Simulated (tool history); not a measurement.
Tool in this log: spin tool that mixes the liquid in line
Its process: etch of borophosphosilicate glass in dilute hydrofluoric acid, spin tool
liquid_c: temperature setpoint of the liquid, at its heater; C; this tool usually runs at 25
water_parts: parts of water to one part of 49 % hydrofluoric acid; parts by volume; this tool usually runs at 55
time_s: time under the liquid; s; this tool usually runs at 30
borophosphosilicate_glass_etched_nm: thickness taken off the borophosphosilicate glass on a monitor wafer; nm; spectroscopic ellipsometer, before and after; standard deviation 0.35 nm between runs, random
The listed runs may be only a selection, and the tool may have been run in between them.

run	hour	liquid_c	water_parts	time_s	read-back film thickness of the borophosphosilicate glass reference wafer, read on the same gauge (nm)	borophosphosilicate_glass_etched_nm
1	0	25	55	30	80.91	38.16
2	71.1	22.5	55	40	81.26	46.84
3	338.5	25	55	30	82.16	39.12
4	470.1	25	55	30	82.34	39.18
5	528.1	25	55	30	82.45	38.93
# hour 572.6: thermometer replaced
6	584.5	25	55	30	82.48	39.53
7	629.5	25	55	30	82.53	39.71
8	711.9	25	55	30	82.64	39.7
9	787.1	25	55	45	82.71	58.52
# hour 876.2: gauge calibrated
10	891.4	25	55	40	80.17	51.19
11	941.1	25	30	45	80.61	107.01
# hour 984.2: hydrofluoric acid flow meter replaced
12	993.1	28	75	40	81.03	41.74
13	1088.9	21.5	65	40	81.63	37.36
14	1127.5	29.5	55	30	81.84	47.25
15	1200	25	55	30	82.19	38.52
16	1264.8	23	70	30	82.46	27.71
17	1348.2	28	75	35	82.72	36.75

3 ways to go on from here, each from the tool as it stands after run 17. What would each give?
A	1348.6	25	70	30	?	?
B	1348.6	26.5	55	20	?	?
C	1348.6	29.5	40	40	?	?

run	read-back film thickness of the borophosphosilicate glass reference wafer, read on the same gauge (nm)	borophosphosilicate_glass_etched_nm
A	82.72	30.53
B	82.72	28.08
C	82.72	88.98
The same runs, with their run-to-run variation unchanged, on a tool lacking any hidden condition would have given:
run	borophosphosilicate_glass_etched_nm
A	29.52
B	27.15
C	86.06
